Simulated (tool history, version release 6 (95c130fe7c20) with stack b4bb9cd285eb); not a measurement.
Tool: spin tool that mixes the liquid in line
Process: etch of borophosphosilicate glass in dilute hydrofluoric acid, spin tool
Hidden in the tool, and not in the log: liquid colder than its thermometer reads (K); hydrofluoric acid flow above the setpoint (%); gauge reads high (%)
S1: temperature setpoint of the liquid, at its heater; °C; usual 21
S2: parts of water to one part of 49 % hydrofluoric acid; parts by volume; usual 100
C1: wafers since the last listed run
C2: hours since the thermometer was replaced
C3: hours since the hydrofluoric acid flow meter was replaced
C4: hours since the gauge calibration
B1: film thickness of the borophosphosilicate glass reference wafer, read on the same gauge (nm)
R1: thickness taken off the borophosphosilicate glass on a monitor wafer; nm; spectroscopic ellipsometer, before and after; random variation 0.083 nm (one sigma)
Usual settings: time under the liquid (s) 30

Run 1, day 0: usual settings; C1 0; C2 1239.9; C3 313.6; C4 523.9; B1 69.97. Result: R1 9.22 nm.
Run 2, day 1.592: usual settings; C1 428; C2 1278.1; C3 351.8; C4 562.1; B1 70.03. Result: R1 9.48 nm.
Run 3, day 5.704: usual settings; C1 1107; C2 1376.8; C3 450.5; C4 660.8; B1 70.02. Result: R1 9.77 nm.
At day 8.1: hydrofluoric acid flow meter replaced.
Run 4, day 9.158: usual settings; C1 919; C2 1459.7; C3 25.4; C4 743.7; B1 70. Result: R1 8.91 nm.
Run 5, day 12: usual settings but S1 23 °C; C1 765; C2 1527.9; C3 93.6; C4 811.9; B1 69.99. Result: R1 9.66 nm.
Run 6, day 14.267: usual settings; C1 610; C2 1582.3; C3 148; C4 866.3; B1 70. Result: R1 8.93 nm.
Run 7, day 16.621: usual settings; C1 634; C2 1638.8; C3 204.5; C4 922.8; B1 69.97. Result: R1 9.1 nm.
Run 8, day 19.792: usual settings but S2 120 parts by volume; C1 854; C2 1714.9; C3 280.6; C4 998.9; B1 70.02. Result: R1 7.41 nm.
Run 9, day 22.688: usual settings but S2 120 parts by volume; C1 780; C2 1784.4; C3 350.1; C4 1068.4; B1 70. Result: R1 7.51 nm.
At day 26.304: gauge calibrated.
Run 10, day 27.042: usual settings but S1 18.5 °C; C1 1172; C2 1888.9; C3 454.6; C4 17.7; B1 70. Result: R1 8.51 nm.
At day 28.896: hydrofluoric acid flow meter replaced.
Run 11, day 29.25: usual settings but time under the liquid (s) 15; C1 583; C2 1941.9; C3 8.5; C4 70.7; B1 70.03. Result: R1 4.34 nm.
At day 31.371: thermometer replaced.
Run 12, day 32.017: usual settings but S1 23.5 °C, S2 120 parts by volume; C1 734; C2 15.5; C3 74.9; C4 137.1; B1 70. Result: R1 8.68 nm.
Run 13, day 35.717: usual settings but S2 135 parts by volume; C1 996; C2 104.3; C3 163.7; C4 225.9; B1 70.02. Result: R1 6.92 nm.
Run 14, day 39.7: usual settings but S1 22.5 °C, S2 135 parts by volume, time under the liquid (s) 45; C1 1073; C2 199.9; C3 259.3; C4 321.5; B1 69.95. Result: R1 10.93 nm.
Run 15, day 43.029: usual settings; C1 896; C2 279.8; C3 339.2; C4 401.4; B1 69.96. Result: R1 9.71 nm.
Run 16, day 44.567: usual settings but S2 75 parts by volume; C1 414; C2 316.7; C3 376.1; C4 438.3; B1 69.99. Result: R1 13.43 nm.
Run 17, day 46.458: usual settings but S1 23.5 °C, S2 115 parts by volume, time under the liquid (s) 15; C1 509; C2 362.1; C3 421.5; C4 483.7; B1 70.01. Result: R1 4.76 nm.
Run 18, day 50.829: usual settings but S1 19 °C, S2 120 parts by volume, time under the liquid (s) 20; C1 1177; C2 467; C3 526.4; C4 588.6; B1 70. Result: R1 5.1 nm.
At day 51.129: hydrofluoric acid flow meter replaced.
Run 19, day 53.167: usual settings but S1 23.5 °C, S2 120 parts by volume; C1 618; C2 523.1; C3 48.9; C4 644.7; B1 69.99. Result: R1 8.28 nm.
Run 20, day 55.279: usual settings but S1 17 °C, S2 85 parts by volume, time under the liquid (s) 15; C1 569; C2 573.8; C3 99.6; C4 695.4; B1 69.99. Result: R1 4.7 nm.
Run 21, day 59.354: usual settings but time under the liquid (s) 45; C1 1097; C2 671.6; C3 197.4; C4 793.2; B1 70.01. Result: R1 14.19 nm.
At day 71.933: hydrofluoric acid flow meter replaced.
Run 22, day 72.133: usual settings; C1 3431; C2 978.3; C3 4.8; C4 1099.9; B1 69.98. Result: R1 9.03 nm.
Run 23, day 75.396: usual settings but S1 19 °C; C1 878; C2 1056.6; C3 83.1; C4 1178.2; B1 70. Result: R1 8.33 nm.
At day 75.617: gauge calibrated.
Run 24, day 86.446: usual settings but S1 25 °C, S2 60 parts by volume, time under the liquid (s) 35; C1 2976; C2 1321.8; C3 348.3; C4 259.9; B1 69.96. Result: R1 22.63 nm.

Hidden state or all else? Some run-to-run changes of R1, split into what the settings, what came in and random variation would give without the hidden state, and what is left for the hidden state (with any gauge scatter that isn't in both results):
Run 3 -> 4: hydrofluoric acid flow meter replaced. R1 -0.86 nm: hidden state -0.77, all else -0.09.
Run 20 -> 21: S1 17 -> 21, S2 85 -> 100, time under the liquid (s) 15 -> 45. R1 +9.49 nm: hidden state +0.23, all else +9.26.
Run 21 -> 22: time under the liquid (s) 45 -> 30, hydrofluoric acid flow meter replaced. R1 -5.16 nm: hidden state -0.52, all else -4.64.
Run 23 -> 24: S1 19 -> 25, S2 100 -> 60, time under the liquid (s) 30 -> 35, gauge calibrated. R1 +14.3 nm: hidden state +0.49, all else +13.81.
